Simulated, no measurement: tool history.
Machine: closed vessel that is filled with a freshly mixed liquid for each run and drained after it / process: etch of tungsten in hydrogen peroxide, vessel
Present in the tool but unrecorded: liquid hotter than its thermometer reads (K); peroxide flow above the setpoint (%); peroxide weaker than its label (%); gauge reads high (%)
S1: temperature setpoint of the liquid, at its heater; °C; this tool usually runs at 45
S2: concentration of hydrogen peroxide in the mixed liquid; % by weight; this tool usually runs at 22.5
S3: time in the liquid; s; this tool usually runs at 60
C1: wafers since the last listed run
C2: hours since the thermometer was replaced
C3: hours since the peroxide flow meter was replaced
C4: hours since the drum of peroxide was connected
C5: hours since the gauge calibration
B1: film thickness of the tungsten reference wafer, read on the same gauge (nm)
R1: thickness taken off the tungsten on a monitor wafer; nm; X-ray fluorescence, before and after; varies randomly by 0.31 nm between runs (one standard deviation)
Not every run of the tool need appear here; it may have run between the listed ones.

run,hour,S1,S2,S3,C1,C2,C3,C4,C5,B1,R1
1,0,49,22.5,60,0,1430.4,839.6,855,147.7,50,113.47
2,30,49,22.5,60,2685,1460.4,869.6,885,177.7,50.06,113.87
3,53,49,22.5,60,2059,1483.4,892.6,908,200.7,49.99,113.59
4,77.7,45,22.5,60,2211,1508.1,917.3,932.7,225.4,50.05,87.8
5,101.2,45,22.5,60,2103,1531.6,940.8,956.2,248.9,49.98,88.54
6,166.2,47.5,27,60,5819,1596.6,1005.8,1021.2,313.9,50,112.08
7,185.2,47.5,27,60,1701,1615.6,1024.8,1040.2,332.9,50.04,112.2
8,197.7,50,22.5,60,1119,1628.1,1037.3,1052.7,345.4,50.03,120.06
9,214.8,50.5,22.5,60,1530,1645.2,1054.4,1069.8,362.5,50.01,123.23
# hour 248.3: thermometer replaced
10,248.8,50.5,22.5,60,2954,0.5,1088.4,1103.8,396.5,49.98,123.13
11,278.5,50.5,22.5,60,2659,30.2,1118.1,1133.5,426.2,49.99,123.99
12,299.8,45,22.5,60,1906,51.5,1139.4,1154.8,447.5,50.02,87.37
13,315.9,47.5,27,60,1441,67.6,1155.5,1170.9,463.6,50,112.56
14,338.2,37,25.5,80,1996,89.9,1177.8,1193.2,485.9,49.98,74.21
15,373.3,45,22.5,35,3142,125,1212.9,1228.3,521,50,51.29

Expected results for the next run?
# hour 391.8: peroxide flow meter replaced
16,397.7,45,22.5,60,2094,149.4,5.9,1252.7,545.4,?,?

{"run 16": {"B1": 50.04, "R1": 87.11}}
Minus the tool's unlogged condition, the same run would have read R1 91.74 nm.
